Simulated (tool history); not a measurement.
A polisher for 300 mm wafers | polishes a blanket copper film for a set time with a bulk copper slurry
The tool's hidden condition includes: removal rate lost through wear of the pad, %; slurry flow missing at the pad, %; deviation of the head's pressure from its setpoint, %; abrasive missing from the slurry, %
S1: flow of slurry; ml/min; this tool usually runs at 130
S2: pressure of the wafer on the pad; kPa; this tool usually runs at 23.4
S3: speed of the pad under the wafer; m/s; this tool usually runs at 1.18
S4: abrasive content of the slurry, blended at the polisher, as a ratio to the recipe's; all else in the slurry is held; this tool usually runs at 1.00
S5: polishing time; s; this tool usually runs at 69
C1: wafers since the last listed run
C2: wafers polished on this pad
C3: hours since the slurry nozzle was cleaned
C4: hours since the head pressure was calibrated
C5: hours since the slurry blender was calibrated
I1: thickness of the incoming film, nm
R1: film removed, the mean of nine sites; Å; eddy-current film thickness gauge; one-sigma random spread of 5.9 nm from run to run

run 1 hour=0.0 | S1=130 S2=23.4 S3=1.18 S4=1.00 S5=69 | C1=0 C2=5811 C3=215.6 C4=554.9 C5=457.9 | I1=4014.0 | R1=8057
-- hour=47.5 worn pad replaced by a new one
run 2 hour=48.0 | S1=130 S2=23.4 S3=1.18 S4=1.00 S5=69 | C1=536 C2=5 C3=263.6 C4=602.9 C5=505.9 | I1=3997.6 | R1=8094
-- hour=88.5 head pressure recalibrated
run 3 hour=89.4 | S1=130 S2=23.4 S3=1.18 S4=1.00 S5=69 | C1=480 C2=486 C3=305.0 C4=0.9 C5=547.3 | I1=4070.9 | R1=7424
-- hour=140.2 slurry blender recalibrated
run 4 hour=156.9 | S1=130 S2=23.4 S3=1.18 S4=1.00 S5=69 | C1=798 C2=1284 C3=372.5 C4=68.4 C5=16.7 | I1=4071.9 | R1=7986
run 5 hour=194.8 | S1=130 S2=23.4 S3=1.18 S4=1.00 S5=69 | C1=462 C2=1746 C3=410.4 C4=106.3 C5=54.6 | I1=4057.3 | R1=7920
run 6 hour=236.8 | S1=130 S2=23.4 S3=1.18 S4=1.00 S5=69 | C1=512 C2=2258 C3=452.4 C4=148.3 C5=96.6 | I1=3964.4 | R1=7854
run 7 hour=316.6 | S1=130 S2=28.3 S3=1.18 S4=0.90 S5=69 | C1=972 C2=3231 C3=532.2 C4=228.1 C5=176.4 | I1=4049.2 | R1=9255
run 8 hour=395.0 | S1=130 S2=28.3 S3=1.18 S4=0.90 S5=69 | C1=955 C2=4187 C3=610.6 C4=306.5 C5=254.8 | I1=4088.4 | R1=9409
run 9 hour=462.6 | S1=130 S2=23.4 S3=1.18 S4=1.00 S5=69 | C1=824 C2=5011 C3=678.2 C4=374.1 C5=322.4 | I1=4013.6 | R1=7972
run 10 hour=507.2 | S1=130 S2=23.4 S3=1.52 S4=1.00 S5=69 | C1=543 C2=5555 C3=722.8 C4=418.7 C5=367.0 | I1=4013.7 | R1=9593
-- hour=535.2 slurry nozzle cleaned
-- hour=602.1 head pressure recalibrated
run 11 hour=602.6 | S1=130 S2=23.4 S3=1.42 S4=1.00 S5=49 | C1=1126 C2=6681 C3=67.4 C4=0.5 C5=462.4 | I1=4011.1 | R1=6186
-- hour=652.5 worn pad replaced by a new one
run 12 hour=674.7 | S1=150 S2=27.6 S3=0.80 S4=1.00 S5=83 | C1=830 C2=270 C3=139.5 C4=72.6 C5=534.5 | I1=3958.3 | R1=8657
run 13 hour=724.6 | S1=90 S2=23.4 S3=1.18 S4=1.30 S5=69 | C1=608 C2=878 C3=189.4 C4=122.5 C5=584.4 | I1=4011.2 | R1=7163
-- hour=744.1 slurry blender recalibrated
run 14 hour=787.7 | S1=160 S2=23.4 S3=1.18 S4=1.00 S5=69 | C1=744 C2=1623 C3=252.5 C4=185.6 C5=43.6 | I1=4052.2 | R1=8402
run 15 hour=880.9 | S1=130 S2=23.4 S3=1.18 S4=1.00 S5=69 | C1=1136 C2=2760 C3=345.7 C4=278.8 C5=136.8 | I1=4076.0 | R1=8108
run 16 hour=943.5 | S1=130 S2=23.4 S3=1.18 S4=1.00 S5=69 | C1=763 C2=3523 C3=408.3 C4=341.4 C5=199.4 | I1=4019.0 | R1=8126
run 17 hour=1006.8 | S1=130 S2=31.7 S3=1.18 S4=1.15 S5=69 | C1=771 C2=4294 C3=471.6 C4=404.7 C5=262.7 | I1=4058.3 | R1=11421
run 18 hour=1106.2 | S1=130 S2=23.4 S3=1.18 S4=1.00 S5=77 | C1=1211 C2=5506 C3=571.0 C4=504.1 C5=362.1 | I1=3950.8 | R1=9146
run 19 hour=1181.4 | S1=130 S2=23.4 S3=1.18 S4=1.00 S5=69 | C1=916 C2=6423 C3=646.2 C4=579.3 C5=437.3 | I1=4043.0 | R1=8141
-- hour=1191.7 worn pad replaced by a new one
-- hour=1261.7 slurry blender recalibrated
-- hour=1286.3 head pressure recalibrated
run 20 hour=1288.5 | S1=130 S2=23.4 S3=1.18 S4=1.00 S5=69 | C1=1208 C2=1131 C3=753.3 C4=2.2 C5=26.8 | I1=4005.8 | R1=7937
run 21 hour=1367.8 | S1=130 S2=23.4 S3=1.52 S4=1.00 S5=77 | C1=966 C2=2098 C3=832.6 C4=81.5 C5=106.1 | I1=4046.8 | R1=10652
-- hour=1456.6 slurry nozzle cleaned
run 22 hour=1467.3 | S1=170 S2=23.4 S3=1.18 S4=1.00 S5=69 | C1=1200 C2=3299 C3=10.7 C4=181.0 C5=205.6 | I1=4099.6 | R1=8303
run 23 hour=1521.5 | S1=130 S2=20.7 S3=1.18 S4=1.00 S5=69 | C1=660 C2=3959 C3=64.9 C4=235.2 C5=259.8 | I1=4013.5 | R1=7001
run 24 hour=1591.5 | S1=130 S2=28.3 S3=1.18 S4=0.90 S5=69 | C1=853 C2=4813 C3=134.9 C4=305.2 C5=329.8 | I1=4025.9 | R1=9295
run 25 hour=1683.6 | S1=130 S2=23.4 S3=1.18 S4=1.00 S5=69 | C1=1122 C2=5936 C3=227.0 C4=397.3 C5=421.9 | I1=4087.1 | R1=7870
-- hour=1738.6 worn pad replaced by a new one
run 26 hour=1749.5 | S1=110 S2=23.4 S3=1.56 S4=1.00 S5=69 | C1=754 C2=132 C3=292.9 C4=463.2 C5=487.8 | I1=4026.2 | R1=9378
run 27 hour=1820.8 | S1=130 S2=28.3 S3=1.56 S4=1.00 S5=56 | C1=869 C2=1001 C3=364.2 C4=534.5 C5=559.1 | I1=4035.6 | R1=9387
run 28 hour=1870.2 | S1=130 S2=23.4 S3=1.18 S4=1.00 S5=86 | C1=602 C2=1603 C3=413.6 C4=583.9 C5=608.5 | I1=4024.4 | R1=9751
-- hour=1897.4 head pressure recalibrated
-- hour=1907.8 slurry blender recalibrated
run 29 hour=1919.5 | S1=130 S2=23.4 S3=1.18 S4=1.10 S5=69 | C1=552 C2=2156 C3=462.9 C4=22.1 C5=11.7 | I1=4078.6 | R1=7991
run 30 hour=1980.5 | S1=170 S2=23.4 S3=1.18 S4=1.20 S5=69 | C1=743 C2=2899 C3=523.9 C4=83.1 C5=72.7 | I1=3971.9 | R1=8718
run 31 hour=2025.7 | S1=110 S2=23.4 S3=1.40 S4=1.00 S5=69 | C1=551 C2=3450 C3=569.1 C4=128.3 C5=117.9 | I1=4033.6 | R1=8588

What if the next run were any one of these 3? Each begins from the tool's condition after run 31:
run A hour=2026.1 | S1=130 S2=23.4 S3=1.18 S4=1.00 S5=69 | C1=4 C2=3455 C3=569.5 C4=128.7 C5=118.3 | I1=4030.9 | R1=?
run B hour=2026.1 | S1=95 S2=17.2 S3=1.50 S4=1.00 S5=62 | C1=4 C2=3455 C3=569.5 C4=128.7 C5=118.3 | I1=4030.9 | R1=?
run C hour=2026.1 | S1=130 S2=23.4 S3=1.18 S4=1.00 S5=93 | C1=4 C2=3455 C3=569.5 C4=128.7 C5=118.3 | I1=4030.9 | R1=?

run=A R1=7840
run=B R1=5679
run=C R1=10567
Stripped of hidden state, with their random variation kept, the same runs would have yielded:
run=A R1=7915
run=B R1=5733
run=C R1=10668

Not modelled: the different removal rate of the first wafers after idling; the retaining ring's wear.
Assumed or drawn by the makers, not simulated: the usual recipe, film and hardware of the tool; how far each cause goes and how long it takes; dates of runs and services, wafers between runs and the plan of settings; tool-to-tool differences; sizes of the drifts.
